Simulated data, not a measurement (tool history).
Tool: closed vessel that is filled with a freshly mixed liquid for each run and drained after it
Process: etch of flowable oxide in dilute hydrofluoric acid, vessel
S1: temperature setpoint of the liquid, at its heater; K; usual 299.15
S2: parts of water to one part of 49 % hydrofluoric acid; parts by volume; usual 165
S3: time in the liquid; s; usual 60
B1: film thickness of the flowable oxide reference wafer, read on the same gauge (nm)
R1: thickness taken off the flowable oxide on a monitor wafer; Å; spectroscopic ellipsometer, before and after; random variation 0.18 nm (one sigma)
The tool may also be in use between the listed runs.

Run 1, hour 0.0: usual settings; B1 150.00. Result: R1 227.9 Å.
Run 2, hour 44.8: usual settings; B1 149.98. Result: R1 226.7 Å.
Run 3, hour 74.9: usual settings; B1 150.01. Result: R1 223.3 Å.
Run 4, hour 140.4: usual settings; B1 150.01. Result: R1 227.7 Å.
Run 5, hour 188.3: usual settings; B1 149.99. Result: R1 228.1 Å.
At hour 225.6: hydrofluoric acid flow meter replaced.
Run 6, hour 236.1: usual settings; B1 150.00. Result: R1 231.3 Å.
At hour 258.6: gauge calibrated.
Run 7, hour 299.3: usual settings; B1 149.98. Result: R1 232.9 Å.
Run 8, hour 328.9: usual settings; B1 150.01. Result: R1 235.4 Å.
Run 9, hour 381.9: usual settings but S2 130 parts by volume; B1 149.99. Result: R1 307.5 Å.
Run 10, hour 431.0: usual settings but S2 225 parts by volume; B1 149.98. Result: R1 161.7 Å.
Run 11, hour 472.0: usual settings but S1 303.15 K, S2 110 parts by volume; B1 150.00. Result: R1 435.3 Å.
Run 12, hour 543.5: usual settings; B1 150.01. Result: R1 237.3 Å.
At hour 545.1: hydrofluoric acid flow meter replaced, repeated, since the last time left the tool worse.
Run 13, hour 591.3: usual settings but S1 294.65 K, S2 145 parts by volume, S3 35 s; B1 149.99. Result: R1 124.2 Å.
Run 14, hour 642.0: usual settings but S1 302.15 K, S3 30 s; B1 150.01. Result: R1 122.9 Å.
Run 15, hour 695.0: usual settings but S1 300.65 K, S2 220 parts by volume; B1 150.01. Result: R1 164.1 Å.
Run 16, hour 744.1: usual settings but S1 303.15 K, S3 30 s; B1 149.99. Result: R1 128.3 Å.
At hour 777.2: thermometer replaced.
Run 17, hour 847.6: usual settings but S1 301.65 K; B1 150.03. Result: R1 242.1 Å.
Run 18, hour 918.5: usual settings but S3 80 s; B1 149.99. Result: R1 294.1 Å.
Run 19, hour 963.3: usual settings but S1 302.65 K, S3 50 s; B1 150.02. Result: R1 208.9 Å.
Run 20, hour 996.6: usual settings but S1 296.15 K, S3 70 s; B1 150.02. Result: R1 230.7 Å.
Run 21, hour 1032.5: usual settings; B1 150.03. Result: R1 222.6 Å.
Run 22, hour 1098.9: usual settings but S3 30 s; B1 149.99. Result: R1 111.2 Å.
Run 23, hour 1161.8: usual settings but S1 300.65 K, S2 190 parts by volume, S3 45 s; B1 150.00. Result: R1 149.5 Å.
Run 24, hour 1217.1: usual settings but S1 297.65 K, S2 120 parts by volume; B1 150.02. Result: R1 307.0 Å.
Run 25, hour 1265.0: usual settings but S1 304.15 K, S2 145 parts by volume, S3 85 s; B1 150.01. Result: R1 442.0 Å.
Run 26, hour 1317.2: usual settings but S1 300.65 K, S2 220 parts by volume; B1 150.01. Result: R1 165.0 Å.
Run 27, hour 1352.6: usual settings but S1 303.15 K, S2 215 parts by volume, S3 30 s; B1 149.99. Result: R1 91.7 Å.
Run 28, hour 1412.0: usual settings but S1 294.65 K, S2 220 parts by volume; B1 150.02. Result: R1 133.7 Å.
Run 29, hour 1461.7: usual settings but S1 295.15 K, S2 225 parts by volume, S3 45 s; B1 150.01. Result: R1 98.7 Å.
Run 30, hour 1486.7: usual settings but S2 215 parts by volume, S3 90 s; B1 150.04. Result: R1 242.6 Å.
Run 31, hour 1531.1: usual settings but S1 300.65 K, S2 135 parts by volume; B1 150.02. Result: R1 301.7 Å.
Run 32, hour 1563.4: usual settings but S1 296.15 K; B1 150.00. Result: R1 199.1 Å.

5 ways to go on from here, each from the tool as it stands after run 32. What would each give?
Run A, hour 1564.1: usual settings; B1 ?. Result: R1 ?.
Run B, hour 1564.1: usual settings but S2 210 parts by volume, S3 45 s; B1 ?. Result: R1 ?.
Run C, hour 1564.1: usual settings but S2 120 parts by volume; B1 ?. Result: R1 ?.
Run D, hour 1564.1: usual settings but S3 75 s; B1 ?. Result: R1 ?.
Run E, hour 1564.1: usual settings but S2 100 parts by volume; B1 ?. Result: R1 ?.

run      B1     R1
  A  150.04  223.1
  B  150.04  125.0
  C  150.04  323.7
  D  150.04  278.9
  E  150.04  398.2
Without the tool's hidden state the same runs would have given:
run     R1
  A  217.5
  B  121.7
  C  315.7
  D  271.8
  E  388.6
